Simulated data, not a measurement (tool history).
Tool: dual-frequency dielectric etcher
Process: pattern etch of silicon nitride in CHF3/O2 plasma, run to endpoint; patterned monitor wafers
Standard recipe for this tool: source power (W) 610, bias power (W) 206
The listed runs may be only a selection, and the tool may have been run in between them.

run,hour,source power (W),bias power (W),wafers since the last listed run,hours since the last wet clean,hours since the last source power generator calibration,hours since the last bias power generator calibration,hours since the last upper electrode change,"incoming incoming film thickness, nm",endpoint time (s)
1,0,610,206,0,346.4,817.9,4021.1,5582.2,105.8,62.2
2,42.6,610,206,614,389,860.5,4063.7,5624.8,104.1,61.8
# hour 100.9: wet clean of the chamber
3,143.5,610,206,1108,42.6,961.4,4164.6,5725.7,103.1,58.6
4,246.9,610,206,1491,146,1064.8,4268,5829.1,105.4,60.9
5,341.6,610,206,1365,240.7,1159.5,4362.7,5923.8,105.1,61.3
6,434.1,690,217,1333,333.2,1252,4455.2,6016.3,105.2,57.9
7,475,690,217,589,374.1,1292.9,4496.1,6057.2,104,57.7
# hour 535.7: wet clean of the chamber
8,574.8,710,206,1093,39.1,1392.7,4595.9,6157,105.6,58.2
9,660.6,720,241,1237,124.9,1478.5,4681.7,6242.8,105.2,53.9
# hour 726.3: upper electrode replaced
10,741,550,221,813,205.3,1558.9,4762.1,14.7,105.9,62.5
# hour 762.1: bias power generator calibrated
11,841.2,610,206,1387,305.5,1659.1,79.1,114.9,106,62.6
12,911.1,500,226,1007,375.4,1729,149,184.8,105.7,64.9
# hour 950.8: source power generator calibrated
# hour 1002.4: wet clean of the chamber
13,1200.4,610,206,3768,198,249.6,438.3,474.1,105.4,61.7
14,1270.3,730,156,1007,267.9,319.5,508.2,544,104.9,64.1
# hour 1368.4: wet clean of the chamber
15,1368.9,610,234,1075,0.5,418.1,606.8,642.6,104.6,56.6
16,1427.9,610,206,850,59.5,477.1,665.8,701.6,104.6,59.9
17,1469.1,730,206,594,100.7,518.3,707,742.8,105.2,57.1

Alternative continuations, all from the tool just after run 17; predict every row:
A,1469.5,610,159,5,101.1,518.7,707.4,743.2,104.9,?
B,1469.5,610,254,5,101.1,518.7,707.4,743.2,104.9,?
C,1469.5,750,245,5,101.1,518.7,707.4,743.2,104.9,?
D,1469.5,560,206,5,101.1,518.7,707.4,743.2,104.9,?

run,endpoint time (s)
A,66.4
B,55.7
C,52.7
D,62.1
With the hidden condition removed and each run's random variation left untouched, the same runs would have given:
run,endpoint time (s)
A,66.1
B,55.5
C,52.4
D,61.8
